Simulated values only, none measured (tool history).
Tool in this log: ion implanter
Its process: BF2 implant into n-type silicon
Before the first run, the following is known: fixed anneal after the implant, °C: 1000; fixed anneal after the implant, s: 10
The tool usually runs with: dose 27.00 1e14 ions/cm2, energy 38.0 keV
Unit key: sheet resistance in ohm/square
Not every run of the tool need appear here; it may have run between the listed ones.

run	hour	dose	energy	read-back reference wafer on the same gauge, sheet resistance	sheet resistance
1	0.0	27.00	38.0	129.05	128.51
2	67.4	27.00	38.0	128.97	128.38
3	104.6	29.01	38.0	129.06	128.03
4	146.7	27.00	41.5	128.96	122.51
5	194.3	27.00	38.0	128.98	128.62
6	248.9	27.00	38.0	128.91	128.49
7	276.8	27.00	38.0	128.97	128.81
# hour 322.7: gauge calibrated
8	343.1	27.00	38.0	129.01	128.61
# hour 355.9: Faraday cup replaced and dose calibrated
9	376.4	27.00	45.0	129.07	116.97
10	425.4	27.00	49.5	128.96	110.11
11	459.9	22.29	29.5	129.04	151.39
12	494.6	21.56	30.0	129.00	150.72
13	538.0	27.00	38.0	129.00	129.81
# hour 597.6: extraction supply calibrated
14	609.1	23.78	41.5	128.96	121.08

What does the tool deliver on the next run?
15	676.2	27.00	38.0	?	?

Run 15 yielded read-back reference wafer on the same gauge, sheet resistance 128.97, sheet resistance 126.21 ohm/square.
Minus the tool's unlogged condition, the same run would have read sheet resistance 126.66 ohm/square.

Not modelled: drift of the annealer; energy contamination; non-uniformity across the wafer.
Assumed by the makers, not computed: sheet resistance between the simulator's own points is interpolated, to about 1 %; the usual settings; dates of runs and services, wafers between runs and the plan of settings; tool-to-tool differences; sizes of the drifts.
